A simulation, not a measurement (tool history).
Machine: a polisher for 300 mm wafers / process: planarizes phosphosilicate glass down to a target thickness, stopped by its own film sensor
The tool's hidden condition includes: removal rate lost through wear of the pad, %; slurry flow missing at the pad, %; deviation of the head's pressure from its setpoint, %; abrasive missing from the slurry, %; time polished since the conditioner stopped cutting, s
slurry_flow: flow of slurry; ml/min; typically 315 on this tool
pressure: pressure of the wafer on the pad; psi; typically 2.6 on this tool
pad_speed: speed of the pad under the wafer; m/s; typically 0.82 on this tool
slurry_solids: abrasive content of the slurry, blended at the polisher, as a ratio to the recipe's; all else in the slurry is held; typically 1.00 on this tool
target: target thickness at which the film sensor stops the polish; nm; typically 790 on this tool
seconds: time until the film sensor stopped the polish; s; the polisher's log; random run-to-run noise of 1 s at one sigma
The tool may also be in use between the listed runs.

run	hour	slurry_flow	pressure	pad_speed	slurry_solids	target	wafers since the last listed run	wafers polished on this pad	hours since the slurry nozzle was cleaned	hours since the head pressure was calibrated	hours since the slurry blender was calibrated	hours since the conditioning disc was replaced	incoming thickness of the incoming film, nm	seconds
1	0.0	315	2.6	0.82	1.00	790	0	1132	84.7	422.9	119.5	81.5	1387.1	105.8
2	148.9	315	2.6	0.82	1.00	790	1098	2230	233.6	571.8	268.4	230.4	1357.8	99.6
3	201.2	315	2.6	0.82	1.00	790	385	2616	285.9	624.1	320.7	282.7	1378.8	104.7
# hour 248.3: worn pad replaced by a new one
4	272.5	315	2.6	0.82	1.00	790	496	178	357.2	695.4	392.0	354.0	1383.3	104.5
5	319.8	315	2.6	0.82	1.00	735	348	527	404.5	742.7	439.3	401.3	1358.8	110.6
# hour 339.3: conditioning disc replaced and pad reconditioned
# hour 355.4: slurry nozzle cleaned
# hour 399.5: slurry blender recalibrated
6	410.4	315	2.6	0.82	1.00	735	631	1158	55.0	833.3	10.9	71.1	1388.2	114.3
7	517.2	315	2.6	0.82	1.00	735	787	1946	161.8	940.1	117.7	177.9	1386.5	115.1
# hour 545.2: head pressure recalibrated
8	569.3	315	2.6	1.04	1.00	790	369	2315	213.9	24.1	169.8	230.0	1372.9	88.8
9	629.7	315	2.6	1.04	1.00	790	445	2761	274.3	84.5	230.2	290.4	1372.0	88.0
# hour 734.4: worn pad replaced by a new one, of another model than before
# hour 756.0: slurry nozzle cleaned
# hour 824.7: conditioning disc replaced and pad reconditioned
10	880.2	315	2.6	0.82	1.00	735	1795	1053	124.2	335.0	480.7	55.5	1378.7	116.6
# hour 925.9: slurry blender recalibrated
11	937.3	315	2.6	0.82	0.90	790	406	1459	181.3	392.1	11.4	112.6	1351.3	105.1
12	1025.5	315	2.6	0.96	1.00	652	650	2109	269.5	480.3	99.6	200.8	1370.6	115.3
13	1078.7	315	2.6	0.82	1.00	790	392	2502	322.7	533.5	152.8	254.0	1345.9	99.7
14	1179.3	245	2.6	0.68	1.00	607	741	3244	423.3	634.1	253.4	354.6	1350.2	152.5
# hour 1230.0: slurry nozzle cleaned
15	1250.7	410	2.6	0.82	1.20	790	519	3763	20.7	705.5	324.8	426.0	1369.8	94.5
# hour 1270.6: worn pad replaced by a new one
16	1324.4	355	2.1	0.82	1.15	650	514	396	94.4	779.2	398.5	499.7	1349.3	134.9
# hour 1340.2: conditioning disc replaced and pad reconditioned
# hour 1377.0: head pressure recalibrated
# hour 1381.6: slurry blender recalibrated
17	1429.2	365	2.6	1.10	1.00	699	728	1125	199.2	52.2	47.6	89.0	1352.6	97.8
18	1506.0	315	2.6	0.82	1.00	790	566	1691	276.0	129.0	124.4	165.8	1378.8	106.3
19	1606.9	365	2.6	1.10	1.00	699	744	2435	376.9	229.9	225.3	266.7	1356.2	99.3
# hour 1674.1: worn pad replaced by a new one
20	1681.5	315	3.3	0.96	0.80	790	520	54	451.5	304.5	299.9	341.3	1398.0	92.0
21	1728.3	315	2.6	0.64	1.10	713	345	399	498.3	351.3	346.7	388.1	1368.4	132.7
# hour 1768.3: slurry nozzle cleaned
# hour 1790.0: slurry blender recalibrated
# hour 1794.4: conditioning disc replaced and pad reconditioned
22	1794.9	315	2.6	0.82	1.25	790	454	854	26.6	417.9	4.9	0.5	1378.6	96.7
23	1851.2	315	2.6	0.82	1.00	790	415	1269	82.9	474.2	61.2	56.8	1357.4	100.5

Each row is a separate what-if for the run after 23, all from the same tool condition, not one after another. Results?
A	1851.7	315	2.6	0.82	1.00	790	3	1272	83.4	474.7	61.7	57.3	1385.7	?
B	1851.7	315	1.8	1.02	1.00	790	3	1272	83.4	474.7	61.7	57.3	1385.7	?
C	1851.7	280	2.6	0.82	1.00	790	3	1272	83.4	474.7	61.7	57.3	1385.7	?
D	1851.7	370	2.6	0.54	0.90	848	3	1272	83.4	474.7	61.7	57.3	1385.7	?
E	1851.7	350	1.8	0.82	1.20	790	3	1272	83.4	474.7	61.7	57.3	1385.7	?

run	seconds
A	107.9
B	118.2
C	109.5
D	128.5
E	125.1
What these runs would have given with no unlogged condition in the tool:
run	seconds
A	111.2
B	121.8
C	112.8
D	132.4
E	128.9
